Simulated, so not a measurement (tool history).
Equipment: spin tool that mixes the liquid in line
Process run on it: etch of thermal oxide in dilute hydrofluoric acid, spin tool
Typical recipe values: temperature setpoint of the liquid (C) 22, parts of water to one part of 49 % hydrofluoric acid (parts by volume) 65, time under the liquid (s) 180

| run | hour | temperature setpoint of the liquid (C) | parts of water to one part of 49 % hydrofluoric acid (parts by volume) | time under the liquid (s) | wafers since the last listed run | hours since the thermometer was replaced | hours since the hydrofluoric acid flow meter was replaced | hours since the gauge calibration | read-back film thickness of the thermal oxide reference wafer, read on the same gauge (nm) | thickness taken off the thermal oxide on a monitor wafer (Å) |
|---|---|---|---|---|---|---|---|---|---|---|
| 1 | 0 | 22 | 65 | 260 | 0 | 1732 | 339.9 | 89.9 | 130.02 | 180.6 |
| 2 | 42.8 | 22 | 65 | 260 | 313 | 1774.8 | 382.7 | 132.7 | 130 | 180.1 |
| 3 | 56.8 | 22 | 65 | 180 | 102 | 1788.8 | 396.7 | 146.7 | 130 | 123 |
| 4 | 74.6 | 22 | 65 | 180 | 130 | 1806.6 | 414.5 | 164.5 | 130.01 | 122.8 |
| 5 | 83 | 22 | 65 | 180 | 61 | 1815 | 422.9 | 172.9 | 130.01 | 123.7 |
|  | 88.5 | hydrofluoric acid flow meter replaced |
| 6 | 93.6 | 22 | 65 | 180 | 70 | 1825.6 | 5.1 | 183.5 | 129.98 | 111.5 |
|  | 99.6 | thermometer replaced |
| 7 | 100.1 | 22 | 65 | 180 | 40 | 0.5 | 11.6 | 190 | 130 | 112.4 |
| 8 | 107.4 | 25 | 65 | 180 | 53 | 7.8 | 18.9 | 197.3 | 129.99 | 126.8 |
|  | 114.2 | gauge calibrated |
|  | 121.4 | hydrofluoric acid flow meter replaced, repeated, since the last time left the tool worse |
| 9 | 125.1 | 22 | 65 | 180 | 122 | 25.5 | 3.7 | 10.9 | 130.01 | 135.1 |
| 10 | 138.5 | 22 | 65 | 180 | 98 | 38.9 | 17.1 | 24.3 | 129.99 | 134.3 |
| 11 | 156.1 | 23.5 | 85 | 180 | 128 | 56.5 | 34.7 | 41.9 | 129.98 | 105.6 |
| 12 | 168.5 | 22 | 65 | 260 | 90 | 68.9 | 47.1 | 54.3 | 129.97 | 192.5 |
| 13 | 175.3 | 17.5 | 65 | 225 | 49 | 75.7 | 53.9 | 61.1 | 129.98 | 137.9 |
| 14 | 191.1 | 22 | 65 | 180 | 115 | 91.5 | 69.7 | 76.9 | 130 | 132.9 |
| 15 | 203.4 | 25 | 40 | 135 | 89 | 103.8 | 82 | 89.2 | 130.02 | 189 |
| 16 | 216 | 19 | 65 | 110 | 92 | 116.4 | 94.6 | 101.8 | 130 | 71.2 |
| 17 | 230.4 | 18 | 50 | 215 | 105 | 130.8 | 109 | 116.2 | 130.01 | 174.8 |
| 18 | 241.4 | 18.5 | 65 | 285 | 80 | 141.8 | 120 | 127.2 | 129.98 | 178.1 |
| 19 | 249.4 | 22 | 90 | 180 | 58 | 149.8 | 128 | 135.2 | 130.01 | 91.6 |

Here are 3 independent what-if runs from the current tool condition. What would each one return?
| A | 249.9 | 22 | 65 | 180 | 3 | 150.3 | 128.5 | 135.7 | ? | ? |
| B | 249.9 | 19.5 | 55 | 290 | 3 | 150.3 | 128.5 | 135.7 | ? | ? |
| C | 249.9 | 19.5 | 40 | 260 | 3 | 150.3 | 128.5 | 135.7 | ? | ? |

| run | read-back film thickness of the thermal oxide reference wafer, read on the same gauge (nm) | thickness taken off the thermal oxide on a monitor wafer (Å) |
|---|---|---|
| A | 129.99 | 131.7 |
| B | 129.99 | 228.6 |
| C | 129.99 | 287 |
With the hidden condition removed and each run's random variation left untouched, the same runs would have given:
| run | thickness taken off the thermal oxide on a monitor wafer (Å) |
|---|---|
| A | 135.4 |
| B | 235 |
| C | 295 |

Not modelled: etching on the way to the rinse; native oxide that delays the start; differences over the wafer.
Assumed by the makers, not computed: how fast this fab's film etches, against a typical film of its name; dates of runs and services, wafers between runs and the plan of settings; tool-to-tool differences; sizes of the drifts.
